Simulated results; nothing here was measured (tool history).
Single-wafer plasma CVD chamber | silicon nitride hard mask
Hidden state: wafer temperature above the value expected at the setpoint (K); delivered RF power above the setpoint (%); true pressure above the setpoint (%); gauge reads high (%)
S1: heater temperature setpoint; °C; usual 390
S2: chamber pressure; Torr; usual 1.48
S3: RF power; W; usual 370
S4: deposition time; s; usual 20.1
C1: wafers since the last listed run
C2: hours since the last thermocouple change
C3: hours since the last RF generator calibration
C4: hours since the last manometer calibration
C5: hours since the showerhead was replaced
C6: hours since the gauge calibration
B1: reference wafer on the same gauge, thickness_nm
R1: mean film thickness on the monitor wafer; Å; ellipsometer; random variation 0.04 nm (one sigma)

run   hour   S1    S2   S3    S4    C1      C2      C3      C4     C5     C6      B1      R1
  1    0.0  390  1.48  370  20.1     0  2691.3  1208.9  2128.7    6.6   72.3  24.301  250.34
  2   45.8  390  1.48  370  20.1  1326  2737.1  1254.7  2174.5   52.4  118.1  24.309  249.93
  3   60.5  390  1.19  325  20.1   425  2751.8  1269.4  2189.2   67.1  132.8  24.300  206.64
  4   70.0  390  1.19  325  20.1   275  2761.3  1278.9  2198.7   76.6  142.3  24.287  206.85
  5   86.4  390  1.19  325  20.1   474  2777.7  1295.3  2215.1   93.0  158.7  24.303  206.50
  6  102.2  390  1.48  370  20.1   457  2793.5  1311.1  2230.9  108.8  174.5  24.306  249.73
     114.1  -- thermocouple changed; heater temperature recalibrated
  7  114.6  390  1.48  370  20.1   127     0.5  1323.5  2243.3  121.2  186.9  24.301  250.48
  8  123.5  390  1.48  440  20.1   257     9.4  1332.4  2252.2  130.1  195.8  24.299  282.16
  9  140.1  390  1.48  370  20.1   480    26.0  1349.0  2268.8  146.7  212.4  24.297  249.90
 10  154.7  401  1.83  370  20.1   422    40.6  1363.6  2283.4  161.3  227.0  24.293  267.39
     163.5  -- capacitance manometer re-zeroed and calibrated
     168.6  -- RF generator calibrated
 11  169.1  402  1.48  440  20.1    38    55.0     0.5     5.6  175.7  241.4  24.295  295.28
 12  171.7  384  1.77  315  20.1    75    57.6     3.1     8.2  178.3  244.0  24.309  246.46
 13  182.3  390  1.48  370  20.1   306    68.2    13.7    18.8  188.9  254.6  24.289  263.06
 14  189.4  381  1.77  370  21.6   205    75.3    20.8    25.9  196.0  261.7  24.300  301.21
 15  203.7  390  1.48  330  20.1   414    89.6    35.1    40.2  210.3  276.0  24.291  240.57
 16  216.3  405  1.71  395  18.4   364   102.2    47.7    52.8  222.9  288.6  24.298  262.45
 17  224.8  390  1.48  370  20.1   246   110.7    56.2    61.3  231.4  297.1  24.298  262.02
 18  240.0  390  1.19  325  20.1   440   125.9    71.4    76.5  246.6  312.3  24.296  217.78
 19  257.0  403  1.69  300  22.9   492   142.9    88.4    93.5  263.6  329.3  24.299  261.41
 20  273.8  384  1.61  335  22.7   486   159.7   105.2   110.3  280.4  346.1  24.291  281.64
 21  287.0  390  1.48  440  20.1   382   172.9   118.4   123.5  293.6  359.3  24.303  294.32
 22  298.0  383  1.12  300  17.0   318   183.9   129.4   134.5  304.6  370.3  24.300  167.83
 23  309.4  390  1.12  345  16.9   330   195.3   140.8   145.9  316.0  381.7  24.308  186.70
 24  320.0  390  1.48  370  20.1   306   205.9   151.4   156.5  326.6  392.3  24.318  260.32
 25  334.9  390  1.48  370  20.1   431   220.8   166.3   171.4  341.5  407.2  24.306  260.40
 26  342.9  402  1.48  370  20.1   231   228.8   174.3   179.4  349.5  415.2  24.300  259.14
 27  355.9  394  1.48  305  20.1   376   241.8   187.3   192.4  362.5  428.2  24.301  222.51
 28  366.1  390  1.23  320  20.1   295   252.0   197.5   202.6  372.7  438.4  24.287  216.22

5 ways to go on from here, each from the tool as it stands after run 28. What would each give?
  A  366.5  390  1.48  370  20.1  11  252.4  197.9  203.0  373.1  438.8   ?   ?
  B  366.5  390  1.72  390  18.8  11  252.4  197.9  203.0  373.1  438.8   ?   ?
  C  366.5  398  1.21  370  18.7  11  252.4  197.9  203.0  373.1  438.8   ?   ?
  D  366.5  377  1.48  370  23.3  11  252.4  197.9  203.0  373.1  438.8   ?   ?
  E  366.5  396  1.48  300  20.1  11  252.4  197.9  203.0  373.1  438.8   ?   ?

run      B1      R1
  A  24.294  259.86
  B  24.294  266.24
  C  24.294  223.11
  D  24.294  302.93
  E  24.294  219.02
Without the tool's hidden state the same runs would have given:
run      R1
  A  263.01
  B  269.25
  C  225.94
  D  306.59
  E  221.79

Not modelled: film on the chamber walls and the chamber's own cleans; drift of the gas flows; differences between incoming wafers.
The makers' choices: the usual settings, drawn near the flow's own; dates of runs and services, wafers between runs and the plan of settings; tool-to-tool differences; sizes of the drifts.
